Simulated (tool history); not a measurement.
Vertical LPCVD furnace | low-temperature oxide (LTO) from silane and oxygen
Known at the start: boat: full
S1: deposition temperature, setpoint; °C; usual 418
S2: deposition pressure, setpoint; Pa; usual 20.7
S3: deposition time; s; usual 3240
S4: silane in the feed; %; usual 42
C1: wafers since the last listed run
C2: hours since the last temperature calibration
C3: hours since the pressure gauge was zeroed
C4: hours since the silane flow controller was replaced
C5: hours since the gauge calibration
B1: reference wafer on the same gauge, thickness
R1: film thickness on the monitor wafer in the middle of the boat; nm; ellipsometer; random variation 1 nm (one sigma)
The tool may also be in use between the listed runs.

{"run": 1, "day": 0.0, "S1": 418, "S2": 17.3, "S3": 3240, "S4": 42, "C1": 0, "C2": 1526.2, "C3": 2216.7, "C4": 4720.2, "C5": 486.5, "B1": 483.08, "R1": 358.73}
{"run": 2, "day": 1.062, "S1": 418, "S2": 17.3, "S3": 3240, "S4": 42, "C1": 328, "C2": 1551.7, "C3": 2242.2, "C4": 4745.7, "C5": 512, "B1": 483.2, "R1": 356.23}
{"run": 3, "day": 1.804, "S1": 418, "S2": 17.3, "S3": 3240, "S4": 42, "C1": 229, "C2": 1569.5, "C3": 2260, "C4": 4763.5, "C5": 529.8, "B1": 483.05, "R1": 356.67}
{"run": 4, "day": 3.167, "S1": 418, "S2": 16.7, "S3": 3240, "S4": 42, "C1": 420, "C2": 1602.2, "C3": 2292.7, "C4": 4796.2, "C5": 562.5, "B1": 483, "R1": 342.23}
{"run": 5, "day": 3.692, "S1": 418, "S2": 20.7, "S3": 3240, "S4": 42, "C1": 162, "C2": 1614.8, "C3": 2305.3, "C4": 4808.8, "C5": 575.1, "B1": 483.08, "R1": 429.92}
{"run": 6, "day": 5.083, "S1": 418, "S2": 20.7, "S3": 3240, "S4": 42, "C1": 429, "C2": 1648.2, "C3": 2338.7, "C4": 4842.2, "C5": 608.5, "B1": 482.73, "R1": 428.62}
{"run": 7, "day": 5.625, "S1": 418, "S2": 20.7, "S3": 3240, "S4": 42, "C1": 167, "C2": 1661.2, "C3": 2351.7, "C4": 4855.2, "C5": 621.5, "B1": 482.87, "R1": 428.69}
{"run": 8, "day": 6.317, "S1": 418, "S2": 20.7, "S3": 3240, "S4": 42, "C1": 213, "C2": 1677.8, "C3": 2368.3, "C4": 4871.8, "C5": 638.1, "B1": 483.28, "R1": 428.59}
{"day": 6.8, "done": "gauge calibrated"}
{"run": 9, "day": 7.262, "S1": 418, "S2": 18, "S3": 3240, "S4": 42, "C1": 292, "C2": 1700.5, "C3": 2391, "C4": 4894.5, "C5": 11.1, "B1": 483.41, "R1": 370.03}
{"run": 10, "day": 8.146, "S1": 418, "S2": 18, "S3": 3240, "S4": 42, "C1": 272, "C2": 1721.7, "C3": 2412.2, "C4": 4915.7, "C5": 32.3, "B1": 483.26, "R1": 371.24}
{"run": 11, "day": 8.725, "S1": 423, "S2": 25.3, "S3": 3240, "S4": 42, "C1": 178, "C2": 1735.6, "C3": 2426.1, "C4": 4929.6, "C5": 46.2, "B1": 482.97, "R1": 560.47}
{"run": 12, "day": 10.171, "S1": 418, "S2": 17.3, "S3": 3240, "S4": 35, "C1": 446, "C2": 1770.3, "C3": 2460.8, "C4": 4964.3, "C5": 80.9, "B1": 483.1, "R1": 287.66}
{"run": 13, "day": 11.508, "S1": 418, "S2": 20.7, "S3": 3240, "S4": 42, "C1": 413, "C2": 1802.4, "C3": 2492.9, "C4": 4996.4, "C5": 113, "B1": 482.73, "R1": 430.47}
{"day": 13.158, "done": "silane flow controller replaced"}
{"day": 13.696, "done": "thermocouples replaced and temperature profile calibrated"}
{"day": 14.592, "done": "pressure gauge zeroed"}
{"run": 14, "day": 14.612, "S1": 418, "S2": 16, "S3": 3240, "S4": 42, "C1": 207, "C2": 22, "C3": 0.5, "C4": 34.9, "C5": 187.5, "B1": 482.69, "R1": 345.04}
{"run": 15, "day": 14.904, "S1": 427, "S2": 20.7, "S3": 3240, "S4": 42, "C1": 90, "C2": 29, "C3": 7.5, "C4": 41.9, "C5": 194.5, "B1": 482.96, "R1": 490.38}
{"run": 16, "day": 16.379, "S1": 418, "S2": 19.3, "S3": 3240, "S4": 44, "C1": 455, "C2": 64.4, "C3": 42.9, "C4": 77.3, "C5": 229.9, "B1": 482.98, "R1": 436.95}
{"run": 17, "day": 17.179, "S1": 418, "S2": 20.7, "S3": 3240, "S4": 42, "C1": 247, "C2": 83.6, "C3": 62.1, "C4": 96.5, "C5": 249.1, "B1": 482.83, "R1": 444.66}
{"run": 18, "day": 18.008, "S1": 418, "S2": 20.7, "S3": 2760, "S4": 42, "C1": 256, "C2": 103.5, "C3": 82, "C4": 116.4, "C5": 269, "B1": 483.13, "R1": 378.51}
{"run": 19, "day": 18.662, "S1": 410, "S2": 16.7, "S3": 4410, "S4": 35, "C1": 202, "C2": 119.2, "C3": 97.7, "C4": 132.1, "C5": 284.7, "B1": 482.74, "R1": 358.32}
{"run": 20, "day": 19.729, "S1": 418, "S2": 20.7, "S3": 2670, "S4": 42, "C1": 329, "C2": 144.8, "C3": 123.3, "C4": 157.7, "C5": 310.3, "B1": 482.66, "R1": 366.08}
{"run": 21, "day": 21.05, "S1": 418, "S2": 23.3, "S3": 3990, "S4": 42, "C1": 407, "C2": 176.5, "C3": 155, "C4": 189.4, "C5": 342, "B1": 483.02, "R1": 617.16}

Forecast each of these 3 alternatives for the next run:
{"run": "A", "day": 21.279, "S1": 418, "S2": 20.7, "S3": 3240, "S4": 42, "C1": 70, "C2": 182, "C3": 160.5, "C4": 194.9, "C5": 347.5, "B1": "?", "R1": "?"}
{"run": "B", "day": 21.279, "S1": 418, "S2": 18, "S3": 3990, "S4": 42, "C1": 70, "C2": 182, "C3": 160.5, "C4": 194.9, "C5": 347.5, "B1": "?", "R1": "?"}
{"run": "C", "day": 21.279, "S1": 408, "S2": 16.7, "S3": 3240, "S4": 42, "C1": 70, "C2": 182, "C3": 160.5, "C4": 194.9, "C5": 347.5, "B1": "?", "R1": "?"}

run=A B1=483.24 R1=443.12
run=B B1=483.24 R1=473.6
run=C B1=483.24 R1=320.48
Without the tool's hidden state the same runs would have given:
run=A R1=453.72
run=B R1=486.65
run=C R1=330.04

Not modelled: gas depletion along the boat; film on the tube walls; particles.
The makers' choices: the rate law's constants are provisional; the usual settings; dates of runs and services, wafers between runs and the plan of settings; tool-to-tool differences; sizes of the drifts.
